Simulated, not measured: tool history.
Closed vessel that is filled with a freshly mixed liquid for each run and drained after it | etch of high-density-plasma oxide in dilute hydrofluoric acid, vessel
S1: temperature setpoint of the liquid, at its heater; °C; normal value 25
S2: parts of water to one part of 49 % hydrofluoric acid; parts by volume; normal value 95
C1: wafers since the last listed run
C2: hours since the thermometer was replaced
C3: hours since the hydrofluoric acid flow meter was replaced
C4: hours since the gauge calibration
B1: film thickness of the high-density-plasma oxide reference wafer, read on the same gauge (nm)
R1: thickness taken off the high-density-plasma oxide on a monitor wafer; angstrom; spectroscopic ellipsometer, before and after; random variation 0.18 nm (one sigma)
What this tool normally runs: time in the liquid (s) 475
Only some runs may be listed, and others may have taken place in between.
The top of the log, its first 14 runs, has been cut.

{"run": 15, "hour": 173.6, "S1": 25, "S2": 115, "time in the liquid (s)": 475, "C1": 869, "C2": 1838.6, "C3": 455, "C4": 80.3, "B1": 30.04, "R1": 232.6}
{"run": 16, "hour": 184.9, "S1": 30, "S2": 70, "time in the liquid (s)": 235, "C1": 926, "C2": 1849.9, "C3": 466.3, "C4": 91.6, "B1": 30.05, "R1": 246.6}
{"run": 17, "hour": 196.8, "S1": 23, "S2": 145, "time in the liquid (s)": 475, "C1": 975, "C2": 1861.8, "C3": 478.2, "C4": 103.5, "B1": 30.01, "R1": 165.4}
{"run": 18, "hour": 212.0, "S1": 25, "S2": 95, "time in the liquid (s)": 475, "C1": 1246, "C2": 1877, "C3": 493.4, "C4": 118.7, "B1": 29.96, "R1": 288.8}
{"run": 19, "hour": 226.4, "S1": 23, "S2": 80, "time in the liquid (s)": 475, "C1": 1180, "C2": 1891.4, "C3": 507.8, "C4": 133.1, "B1": 29.99, "R1": 322.2}
{"run": 20, "hour": 236.9, "S1": 27.5, "S2": 55, "time in the liquid (s)": 475, "C1": 861, "C2": 1901.9, "C3": 518.3, "C4": 143.6, "B1": 30.01, "R1": 576.4}
{"run": 21, "hour": 247.1, "S1": 28, "S2": 95, "time in the liquid (s)": 670, "C1": 836, "C2": 1912.1, "C3": 528.5, "C4": 153.8, "B1": 30.05, "R1": 453.3}
{"run": 22, "hour": 264.5, "S1": 25, "S2": 130, "time in the liquid (s)": 750, "C1": 1426, "C2": 1929.5, "C3": 545.9, "C4": 171.2, "B1": 29.98, "R1": 318}
{"run": 23, "hour": 272.1, "S1": 25, "S2": 95, "time in the liquid (s)": 345, "C1": 623, "C2": 1937.1, "C3": 553.5, "C4": 178.8, "B1": 29.98, "R1": 209.3}
{"hour": 286.8, "done": "thermometer replaced"}
{"run": 24, "hour": 289.2, "S1": 25, "S2": 95, "time in the liquid (s)": 475, "C1": 1320, "C2": 2.4, "C3": 570.6, "C4": 195.9, "B1": 30, "R1": 315}
{"run": 25, "hour": 298.6, "S1": 22.5, "S2": 95, "time in the liquid (s)": 475, "C1": 770, "C2": 11.8, "C3": 580, "C4": 205.3, "B1": 29.99, "R1": 282.9}
{"hour": 309.1, "done": "hydrofluoric acid flow meter replaced"}
{"run": 26, "hour": 316.1, "S1": 25, "S2": 115, "time in the liquid (s)": 330, "C1": 1353, "C2": 29.3, "C3": 7, "C4": 222.8, "B1": 30.04, "R1": 176.4}
{"run": 27, "hour": 324.1, "S1": 21.5, "S2": 135, "time in the liquid (s)": 305, "C1": 656, "C2": 37.3, "C3": 15, "C4": 230.8, "B1": 30, "R1": 118.2}
{"run": 28, "hour": 338.7, "S1": 25, "S2": 50, "time in the liquid (s)": 475, "C1": 1197, "C2": 51.9, "C3": 29.6, "C4": 245.4, "B1": 30.01, "R1": 630.9}
{"run": 29, "hour": 355.5, "S1": 25, "S2": 95, "time in the liquid (s)": 475, "C1": 1377, "C2": 68.7, "C3": 46.4, "C4": 262.2, "B1": 29.97, "R1": 314.9}
{"run": 30, "hour": 364.5, "S1": 21, "S2": 140, "time in the liquid (s)": 295, "C1": 738, "C2": 77.7, "C3": 55.4, "C4": 271.2, "B1": 30.02, "R1": 107.4}
{"run": 31, "hour": 373.3, "S1": 22.5, "S2": 145, "time in the liquid (s)": 475, "C1": 721, "C2": 86.5, "C3": 64.2, "C4": 280, "B1": 30, "R1": 176.6}
{"run": 32, "hour": 398.6, "S1": 29, "S2": 95, "time in the liquid (s)": 475, "C1": 2074, "C2": 111.8, "C3": 89.5, "C4": 305.3, "B1": 29.98, "R1": 362.1}
{"run": 33, "hour": 412.2, "S1": 23.5, "S2": 65, "time in the liquid (s)": 200, "C1": 1115, "C2": 125.4, "C3": 103.1, "C4": 318.9, "B1": 30.03, "R1": 187.8}

Below are 3 alternative next runs, each starting from the tool's condition after run 33. Predict each:
{"run": "A", "hour": 413.0, "S1": 25, "S2": 95, "time in the liquid (s)": 475, "C1": 65, "C2": 126.2, "C3": 103.9, "C4": 319.7, "B1": "?", "R1": "?"}
{"run": "B", "hour": 413.0, "S1": 25, "S2": 95, "time in the liquid (s)": 340, "C1": 65, "C2": 126.2, "C3": 103.9, "C4": 319.7, "B1": "?", "R1": "?"}
{"run": "C", "hour": 413.0, "S1": 28.5, "S2": 95, "time in the liquid (s)": 705, "C1": 65, "C2": 126.2, "C3": 103.9, "C4": 319.7, "B1": "?", "R1": "?"}

run=A B1=29.99 R1=314
run=B B1=29.99 R1=224.8
run=C B1=29.99 R1=534
Stripped of hidden state, with their random variation kept, the same runs would have yielded:
run=A R1=316.8
run=B R1=226.8
run=C R1=538.5
